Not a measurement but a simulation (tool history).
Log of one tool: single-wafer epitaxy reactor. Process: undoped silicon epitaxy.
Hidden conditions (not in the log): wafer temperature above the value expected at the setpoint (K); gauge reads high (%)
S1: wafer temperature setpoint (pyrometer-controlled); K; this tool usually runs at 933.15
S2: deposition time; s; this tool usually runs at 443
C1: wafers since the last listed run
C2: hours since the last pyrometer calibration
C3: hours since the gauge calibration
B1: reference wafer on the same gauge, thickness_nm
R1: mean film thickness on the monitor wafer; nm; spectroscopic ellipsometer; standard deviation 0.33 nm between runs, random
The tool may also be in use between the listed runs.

| run | hour | S1 | S2 | C1 | C2 | C3 | B1 | R1 |
|---|---|---|---|---|---|---|---|---|
| 1 | 0.0 | 933.15 | 443 | 0 | 2132.2 | 470.4 | 88.799 | 88.720 |
|  | 20.4 | gauge calibrated |
| 2 | 29.3 | 933.15 | 443 | 115 | 2161.5 | 8.9 | 88.999 | 88.319 |
| 3 | 56.9 | 933.15 | 443 | 108 | 2189.1 | 36.5 | 89.000 | 88.637 |
| 4 | 89.6 | 933.15 | 443 | 128 | 2221.8 | 69.2 | 89.195 | 88.408 |
| 5 | 118.0 | 938.15 | 443 | 111 | 2250.2 | 97.6 | 88.963 | 97.334 |
| 6 | 131.4 | 938.15 | 443 | 52 | 2263.6 | 111.0 | 89.025 | 97.185 |
| 7 | 153.2 | 938.15 | 443 | 85 | 2285.4 | 132.8 | 89.031 | 97.217 |
| 8 | 188.2 | 939.15 | 395 | 137 | 2320.4 | 167.8 | 88.912 | 88.483 |
| 9 | 216.5 | 939.15 | 395 | 111 | 2348.7 | 196.1 | 89.169 | 88.355 |
| 10 | 231.2 | 933.15 | 443 | 57 | 2363.4 | 210.8 | 89.019 | 88.369 |
| 11 | 247.8 | 933.15 | 443 | 65 | 2380.0 | 227.4 | 89.031 | 89.043 |
| 12 | 260.9 | 933.15 | 443 | 51 | 2393.1 | 240.5 | 88.936 | 88.972 |
| 13 | 278.5 | 933.15 | 383 | 69 | 2410.7 | 258.1 | 88.892 | 76.255 |
|  | 359.2 | pyrometer calibrated |
| 14 | 359.7 | 933.15 | 383 | 287 | 0.5 | 339.3 | 88.920 | 76.404 |
| 15 | 370.3 | 933.15 | 383 | 41 | 11.1 | 349.9 | 89.029 | 76.505 |
| 16 | 389.2 | 929.15 | 407 | 74 | 30.0 | 368.8 | 88.983 | 75.643 |
| 17 | 401.3 | 944.15 | 443 | 47 | 42.1 | 380.9 | 89.067 | 108.033 |
| 18 | 424.0 | 933.15 | 443 | 89 | 64.8 | 403.6 | 88.934 | 89.189 |
|  | 431.8 | gauge calibrated |
| 19 | 439.0 | 946.15 | 504 | 58 | 79.8 | 7.2 | 88.938 | 128.737 |
| 20 | 454.9 | 943.15 | 443 | 62 | 95.7 | 23.1 | 89.005 | 106.594 |
| 21 | 473.7 | 933.15 | 443 | 73 | 114.5 | 41.9 | 88.857 | 88.320 |
| 22 | 488.6 | 938.15 | 443 | 58 | 129.4 | 56.8 | 89.147 | 97.759 |
| 23 | 518.0 | 933.15 | 524 | 115 | 158.8 | 86.2 | 88.950 | 104.465 |
| 24 | 553.9 | 933.15 | 443 | 141 | 194.7 | 122.1 | 88.854 | 88.816 |
| 25 | 589.4 | 944.15 | 492 | 139 | 230.2 | 157.6 | 89.059 | 120.765 |
| 26 | 623.1 | 938.15 | 501 | 132 | 263.9 | 191.3 | 88.863 | 109.819 |
| 27 | 637.7 | 938.15 | 443 | 57 | 278.5 | 205.9 | 88.898 | 97.014 |
| 28 | 653.2 | 924.15 | 502 | 60 | 294.0 | 221.4 | 89.097 | 84.889 |
| 29 | 665.9 | 933.15 | 443 | 49 | 306.7 | 234.1 | 89.064 | 89.028 |
| 30 | 695.7 | 941.15 | 403 | 117 | 336.5 | 263.9 | 89.123 | 93.600 |
| 31 | 714.9 | 941.15 | 443 | 75 | 355.7 | 283.1 | 88.874 | 103.453 |
| 32 | 740.9 | 938.15 | 443 | 102 | 381.7 | 309.1 | 89.078 | 97.308 |
| 33 | 769.3 | 922.15 | 443 | 111 | 410.1 | 337.5 | 88.977 | 71.399 |
| 34 | 804.8 | 927.15 | 489 | 139 | 445.6 | 373.0 | 88.941 | 87.986 |
|  | 820.2 | gauge calibrated |
| 35 | 826.4 | 929.15 | 468 | 84 | 467.2 | 6.2 | 88.853 | 87.191 |

What was the tool's hidden state at every run in the log?
wafer temperature above the value expected at the setpoint (K): 0 across all the runs
gauge reads high (%): 0 across all the runs
